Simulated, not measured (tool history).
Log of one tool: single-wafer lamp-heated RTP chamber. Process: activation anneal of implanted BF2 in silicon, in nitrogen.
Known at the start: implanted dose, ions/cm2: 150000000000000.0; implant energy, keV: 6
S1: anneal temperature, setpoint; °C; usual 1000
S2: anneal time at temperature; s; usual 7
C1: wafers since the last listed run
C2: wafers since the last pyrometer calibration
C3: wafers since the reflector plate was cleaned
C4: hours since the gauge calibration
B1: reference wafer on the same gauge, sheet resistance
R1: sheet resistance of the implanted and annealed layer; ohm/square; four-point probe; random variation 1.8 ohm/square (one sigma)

run,day,S1,S2,C1,C2,C3,C4,B1,R1
1,0.000,1000,7,0,3025,7367,74.6,699.70,818.07
# day 0.267: pyrometer window cleaned and pyrometer calibrated
2,0.646,1000,7,167,167,7534,90.1,700.14,817.99
3,0.921,1000,7,121,288,7655,96.7,699.81,822.36
4,3.138,1000,7,980,1268,8636,149.9,700.33,817.69
5,3.758,1000,7,274,1543,8910,164.8,699.75,818.76
6,4.238,1000,7,211,1755,9122,176.3,699.76,821.19
7,4.892,984,7,289,2044,9411,192.0,699.95,826.71
8,5.300,984,7,180,2225,9592,201.8,699.95,826.45
9,6.088,982,4,348,2573,9940,220.7,699.82,835.35
# day 6.188: gauge calibrated
# day 6.646: reflector plate cleaned
10,6.742,1029,4,141,2715,41,13.3,699.88,813.12
# day 7.300: pyrometer window cleaned and pyrometer calibrated
11,7.321,1028,7,108,9,150,27.2,700.13,801.52
12,7.596,1020,6,121,131,271,33.8,699.80,809.80
13,8.212,1029,9,272,403,544,48.6,700.10,796.84
14,9.638,1000,7,630,1033,1174,82.8,699.95,821.20
15,10.208,972,5,252,1286,1427,96.5,699.93,840.42
16,10.767,976,4,246,1533,1673,109.9,700.11,835.51

What the log doesn't show, run by run:
true wafer temperature minus pyrometer reading, K: 0 in every run
wafer temperature error from the tarnished reflector plate, K: 0 in every run
gauge reads high (%): 0 in every run
